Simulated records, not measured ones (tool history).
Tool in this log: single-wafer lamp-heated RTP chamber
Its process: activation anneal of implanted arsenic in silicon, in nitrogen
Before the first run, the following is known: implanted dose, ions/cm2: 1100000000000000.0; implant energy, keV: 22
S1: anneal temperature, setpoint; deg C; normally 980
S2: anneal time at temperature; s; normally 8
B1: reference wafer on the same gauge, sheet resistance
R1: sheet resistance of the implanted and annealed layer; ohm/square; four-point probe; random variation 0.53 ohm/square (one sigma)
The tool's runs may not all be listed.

| run | day | S1 | S2 | B1 | R1 |
|---|---|---|---|---|---|
| 1 | 0.000 | 998 | 11 | 128.83 | 134.60 |
| 2 | 0.475 | 998 | 11 | 129.05 | 135.19 |
| 3 | 0.938 | 998 | 11 | 129.14 | 134.62 |
| 4 | 1.571 | 980 | 8 | 129.01 | 144.16 |
| 5 | 2.071 | 980 | 8 | 129.00 | 144.74 |
| 6 | 2.700 | 980 | 8 | 129.08 | 143.69 |
| 7 | 3.188 | 980 | 8 | 129.07 | 143.62 |
|  | 3.671 | pyrometer window cleaned and pyrometer calibrated |
| 8 | 3.692 | 980 | 5 | 129.10 | 149.30 |
|  | 4.517 | reflector plate cleaned |
| 9 | 4.538 | 980 | 5 | 129.15 | 146.81 |
| 10 | 4.575 | 980 | 8 | 129.06 | 141.43 |
| 11 | 4.967 | 980 | 8 | 128.93 | 142.73 |
| 12 | 5.225 | 980 | 8 | 129.03 | 142.70 |
| 13 | 5.671 | 962 | 13 | 128.94 | 144.16 |
| 14 | 6.229 | 998 | 13 | 129.12 | 131.21 |
|  | 6.796 | reflector plate cleaned, repeated, since the last time left the tool worse |
|  | 6.804 | gauge calibrated |
| 15 | 6.854 | 989 | 8 | 129.02 | 142.09 |
| 16 | 7.304 | 1004 | 8 | 128.97 | 137.50 |
| 17 | 7.675 | 980 | 8 | 129.08 | 146.30 |
| 18 | 8.367 | 968 | 4 | 129.03 | 156.99 |
| 19 | 9.012 | 965 | 12 | 129.09 | 148.51 |
| 20 | 10.862 | 980 | 8 | 128.83 | 145.44 |
| 21 | 11.338 | 989 | 8 | 129.04 | 142.77 |
| 22 | 12.067 | 992 | 6 | 129.25 | 144.55 |

5 ways to go on from here, each from the tool as it stands after run 22. What would each give?
| A | 12.083 | 980 | 8 | ? | ? |
| B | 12.083 | 1008 | 5 | ? | ? |
| C | 12.083 | 996 | 11 | ? | ? |
| D | 12.083 | 962 | 11 | ? | ? |
| E | 12.083 | 1009 | 4 | ? | ? |

| run | B1 | R1 |
|---|---|---|
| A | 129.11 | 145.73 |
| B | 129.11 | 141.24 |
| C | 129.11 | 136.72 |
| D | 129.11 | 149.37 |
| E | 129.11 | 143.15 |
With no hidden state in the tool, these same runs would have given:
| run | R1 |
|---|---|
| A | 146.05 |
| B | 141.52 |
| C | 137.02 |
| D | 149.70 |
| E | 143.43 |
